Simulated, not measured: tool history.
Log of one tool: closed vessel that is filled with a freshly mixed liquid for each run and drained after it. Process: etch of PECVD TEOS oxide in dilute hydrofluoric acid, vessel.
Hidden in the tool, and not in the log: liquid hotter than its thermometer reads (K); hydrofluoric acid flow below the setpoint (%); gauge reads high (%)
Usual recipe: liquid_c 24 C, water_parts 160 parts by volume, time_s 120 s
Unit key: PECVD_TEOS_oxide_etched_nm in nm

run    hour  liquid_c  water_parts  time_s  wafers since the last listed run  hours since the thermometer was replaced  hours since the hydrofluoric acid flow meter was replaced  hours since the gauge calibration  read-back film thickness of the PECVD TEOS oxide reference wafer, read on the same gauge (nm)  PECVD_TEOS_oxide_etched_nm
  1       0        24          180     120                                 0                                     251.3                                                        186                             1248.4                                                                                          30.02                       17.37
  2    91.6        24          180     120                              8751                                     342.9                                                      277.6                               1340                                                                                          30.01                        17.9
  3   154.8        24          160     120                              6038                                     406.1                                                      340.8                             1403.2                                                                                          30.01                       20.15
  4   242.7        24          160     120                              8398                                       494                                                      428.7                             1491.1                                                                                          29.99                        20.8
  5   282.9        24          160     120                              3840                                     534.2                                                      468.9                             1531.3                                                                                          30.04                       20.48
  6   342.9        24          195     150                              5732                                     594.2                                                      528.9                             1591.3                                                                                          29.98                       20.21
  7   437.9        24          195     150                              9076                                     689.2                                                      623.9                             1686.3                                                                                          30.01                       20.34
  8   545.1        24          195     150                             10242                                     796.4                                                      731.1                             1793.5                                                                                          30.04                       20.17
      586.5  -- hydrofluoric acid flow meter replaced
  9   593.7        24          190     120                              4547                                       845                                                        7.2                             1842.1                                                                                             30                       16.98
 10   669.9        24          120     120                              7280                                     921.2                                                       83.4                             1918.3                                                                                             30                       29.69
 11   750.7        24          120     120                              7719                                      1002                                                      164.2                             1999.1                                                                                          30.02                       29.39
 12   813.4        24          160     120                              5990                                    1064.7                                                      226.9                             2061.8                                                                                          29.98                          21
 13   897.2        24          160     120                              8006                                    1148.5                                                      310.7                             2145.6                                                                                             30                       21.31
 14   998.7        24          160     120                              9697                                      1250                                                      412.2                             2247.1                                                                                          30.02                       21.48
 15  1062.2        24          160     120                              6066                                    1313.5                                                      475.7                             2310.6                                                                                          30.02                       21.54
 16  1108.2        29          160     120                              4394                                    1359.5                                                      521.7                             2356.6                                                                                          30.01                       26.02
       1179  -- gauge calibrated
 17  1202.8        24          160     120                              9038                                    1454.1                                                      616.3                               23.8                                                                                          29.99                       21.67
 18  1272.2        24          240     120                              6630                                    1523.5                                                      685.7                               93.2                                                                                          30.01                       13.34
 19  1329.2        24          160     120                              5445                                    1580.5                                                      742.7                              150.2                                                                                          30.02                       21.73
 20  1412.8      25.5          160     180                              7987                                    1664.1                                                      826.3                              233.8                                                                                          29.97                       34.82
 21  1479.7        24          125     120                              6391                                      1731                                                      893.2                              300.7                                                                                          29.97                       29.66
     1493.9  -- hydrofluoric acid flow meter replaced
 22  1531.8        24          180     120                              4882                                    1783.1                                                       37.9                              352.8                                                                                          30.01                       19.24
     1555.3  -- thermometer replaced
 23  1568.1        24          160     120                              3372                                      12.8                                                       74.2                              389.1                                                                                          30.02                       20.14
 24  1642.1        24          160     120                              7070                                      86.8                                                      148.2                              463.1                                                                                             30                       20.28
 25  1749.3        24          160     120                             10242                                       194                                                      255.4                              570.3                                                                                             30                       20.24
 26  1836.1        24          220     120                              8292                                     280.8                                                      342.2                              657.1                                                                                             30                       13.82
 27  1886.4        24          160     120                              4805                                     331.1                                                      392.5                              707.4                                                                                          29.99                       20.56
 28  1935.1      19.5           95     120                              4652                                     379.8                                                      441.2                              756.1                                                                                          29.99                       31.06
 29  2032.8        29          160     185                              9334                                     477.5                                                      538.9                              853.8                                                                                          30.01                       37.87
 30    2071        26          160     185                              3649                                     515.7                                                      577.1                                892                                                                                          29.99                       34.65
 31  2164.6        24          160      80                              8942                                     609.3                                                      670.7                              985.6                                                                                          29.97                       13.65
 32  2246.1        24           95     155                              7786                                     690.8                                                      752.2                             1067.1                                                                                             30                       48.79
     2268.7  -- hydrofluoric acid flow meter replaced
 33  2350.2        27          120      70                              9850                                     794.9                                                       81.5                             1171.2                                                                                             30                       19.13

Selected run-to-run steps in PECVD_TEOS_oxide_etched_nm, each split into two signed amounts: the part the tool would show with no hidden state at all (from settings, incoming material and random variation), and the remainder, which goes to the hidden state together with any gauge scatter not common to the measured and the hidden-state-free results:
Run 19 -> 20: liquid_c 24 -> 25.5, time_s 120 -> 180. PECVD_TEOS_oxide_etched_nm +13.09 nm: hidden state +1.3, all else +11.79.
Run 22 -> 23: water_parts 180 -> 160, thermometer replaced. PECVD_TEOS_oxide_etched_nm +0.9 nm: hidden state -1.92, all else +2.82.
Run 30 -> 31: liquid_c 26 -> 24, time_s 185 -> 80. PECVD_TEOS_oxide_etched_nm -21 nm: hidden state -0.56, all else -20.44.
Run 31 -> 32: water_parts 160 -> 95, time_s 80 -> 155. PECVD_TEOS_oxide_etched_nm +35.14 nm: hidden state +1.58, all else +33.56.
Run 32 -> 33: liquid_c 24 -> 27, water_parts 95 -> 120, time_s 155 -> 70, hydrofluoric acid flow meter replaced. PECVD_TEOS_oxide_etched_nm -29.66 nm: hidden state -1.18, all else -28.48.
